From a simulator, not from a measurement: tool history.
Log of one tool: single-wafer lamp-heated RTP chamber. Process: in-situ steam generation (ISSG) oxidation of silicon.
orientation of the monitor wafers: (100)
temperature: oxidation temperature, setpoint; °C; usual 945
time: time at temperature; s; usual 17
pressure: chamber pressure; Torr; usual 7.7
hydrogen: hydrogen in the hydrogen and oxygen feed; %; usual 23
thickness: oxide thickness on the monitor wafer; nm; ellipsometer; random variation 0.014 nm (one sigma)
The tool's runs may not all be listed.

| run | hour | temperature | time | pressure | hydrogen | wafers since the last listed run | wafers since the last pyrometer calibration | hours since the pressure gauge was zeroed | hours since the hydrogen flow controller was replaced | hours since the gauge calibration | read-back reference wafer on the same gauge, thickness | thickness |
|---|---|---|---|---|---|---|---|---|---|---|---|---|
| 1 | 0.0 | 945 | 12 | 7.7 | 23 | 0 | 1185 | 2844.5 | 1928.1 | 250.3 | 3.971 | 4.145 |
| 2 | 57.2 | 945 | 12 | 7.7 | 23 | 697 | 1882 | 2901.7 | 1985.3 | 307.5 | 3.973 | 4.162 |
| 3 | 120.3 | 945 | 12 | 7.7 | 23 | 769 | 2652 | 2964.8 | 2048.4 | 370.6 | 3.971 | 4.173 |
| 4 | 192.1 | 945 | 21 | 7.7 | 23 | 875 | 3527 | 3036.6 | 2120.2 | 442.4 | 3.968 | 5.208 |
| 5 | 225.5 | 945 | 21 | 7.7 | 23 | 407 | 3934 | 3070.0 | 2153.6 | 475.8 | 3.972 | 5.248 |
|  | 244.0 | pyrometer window cleaned and pyrometer calibrated |
| 6 | 271.7 | 945 | 17 | 7.7 | 23 | 465 | 337 | 3116.2 | 2199.8 | 522.0 | 3.970 | 4.727 |
| 7 | 444.7 | 945 | 17 | 7.7 | 23 | 2108 | 2445 | 3289.2 | 2372.8 | 695.0 | 3.968 | 4.780 |
| 8 | 502.4 | 945 | 17 | 7.7 | 23 | 703 | 3148 | 3346.9 | 2430.5 | 752.7 | 3.970 | 4.765 |
| 9 | 542.3 | 945 | 17 | 6.9 | 29 | 486 | 3635 | 3386.8 | 2470.4 | 792.6 | 3.971 | 5.100 |
|  | 550.6 | pyrometer window cleaned and pyrometer calibrated |
|  | 557.1 | hydrogen flow controller replaced |
| 10 | 592.2 | 945 | 16 | 7.7 | 17 | 431 | 427 | 3436.7 | 35.1 | 842.5 | 3.969 | 4.296 |
| 11 | 640.9 | 945 | 22 | 7.7 | 27 | 593 | 1021 | 3485.4 | 83.8 | 891.2 | 3.969 | 5.453 |
| 12 | 700.0 | 945 | 22 | 7.7 | 27 | 720 | 1741 | 3544.5 | 142.9 | 950.3 | 3.970 | 5.466 |
| 13 | 724.4 | 945 | 22 | 7.7 | 27 | 297 | 2038 | 3568.9 | 167.3 | 974.7 | 3.968 | 5.438 |
| 14 | 765.2 | 945 | 17 | 7.7 | 23 | 497 | 2536 | 3609.7 | 208.1 | 1015.5 | 3.969 | 4.754 |
| 15 | 825.0 | 945 | 17 | 7.7 | 23 | 728 | 3265 | 3669.5 | 267.9 | 1075.3 | 3.968 | 4.769 |
|  | 889.8 | pyrometer window cleaned and pyrometer calibrated |
| 16 | 950.4 | 945 | 17 | 7.7 | 17 | 1430 | 739 | 3794.9 | 393.3 | 1200.7 | 3.970 | 4.399 |
| 17 | 1015.4 | 938 | 14 | 7.7 | 23 | 792 | 1531 | 3859.9 | 458.3 | 1265.7 | 3.970 | 4.308 |
|  | 1048.3 | gauge calibrated |
| 18 | 1059.5 | 934 | 19 | 8.2 | 23 | 537 | 2068 | 3904.0 | 502.4 | 11.2 | 3.971 | 4.790 |
| 19 | 1086.6 | 926 | 17 | 8.2 | 23 | 330 | 2399 | 3931.1 | 529.5 | 38.3 | 3.970 | 4.525 |
| 20 | 1134.7 | 945 | 21 | 7.7 | 27 | 586 | 2985 | 3979.2 | 577.6 | 86.4 | 3.970 | 5.379 |
| 21 | 1199.4 | 945 | 14 | 7.0 | 28 | 788 | 3773 | 4043.9 | 642.3 | 151.1 | 3.971 | 4.687 |
|  | 1211.0 | pyrometer window cleaned and pyrometer calibrated |
|  | 1217.0 | pressure gauge zeroed |
| 22 | 1253.4 | 945 | 17 | 6.9 | 18 | 487 | 443 | 36.4 | 696.3 | 205.1 | 3.969 | 4.443 |
| 23 | 1304.1 | 939 | 21 | 8.1 | 19 | 617 | 1061 | 87.1 | 747.0 | 255.8 | 3.968 | 4.823 |
| 24 | 1376.0 | 937 | 17 | 7.7 | 23 | 876 | 1937 | 159.0 | 818.9 | 327.7 | 3.971 | 4.643 |
| 25 | 1406.5 | 930 | 17 | 7.7 | 23 | 371 | 2309 | 189.5 | 849.4 | 358.2 | 3.971 | 4.560 |
| 26 | 1437.0 | 928 | 17 | 7.2 | 23 | 371 | 2681 | 220.0 | 879.9 | 388.7 | 3.970 | 4.542 |
| 27 | 1483.7 | 945 | 17 | 7.7 | 23 | 569 | 3250 | 266.7 | 926.6 | 435.4 | 3.972 | 4.797 |
|  | 1507.1 | pyrometer window cleaned and pyrometer calibrated |
| 28 | 1553.2 | 945 | 17 | 7.7 | 23 | 749 | 561 | 336.2 | 996.1 | 504.9 | 3.972 | 4.728 |
| 29 | 1588.7 | 933 | 17 | 7.2 | 23 | 432 | 993 | 371.7 | 1031.6 | 540.4 | 3.970 | 4.568 |

3 ways to go on from here, each from the tool as it stands after run 29. What would each give?
| A | 1589.1 | 945 | 17 | 7.7 | 23 | 4 | 998 | 372.1 | 1032.0 | 540.8 | ? | ? |
| B | 1589.1 | 945 | 19 | 6.9 | 32 | 4 | 998 | 372.1 | 1032.0 | 540.8 | ? | ? |
| C | 1589.1 | 945 | 14 | 6.9 | 23 | 4 | 998 | 372.1 | 1032.0 | 540.8 | ? | ? |

| run | read-back reference wafer on the same gauge, thickness | thickness |
|---|---|---|
| A | 3.970 | 4.719 |
| B | 3.970 | 5.374 |
| C | 3.970 | 4.367 |
Without the tool's hidden state the same runs would have given:
| run | thickness |
|---|---|
| A | 4.708 |
| B | 5.362 |
| C | 4.358 |
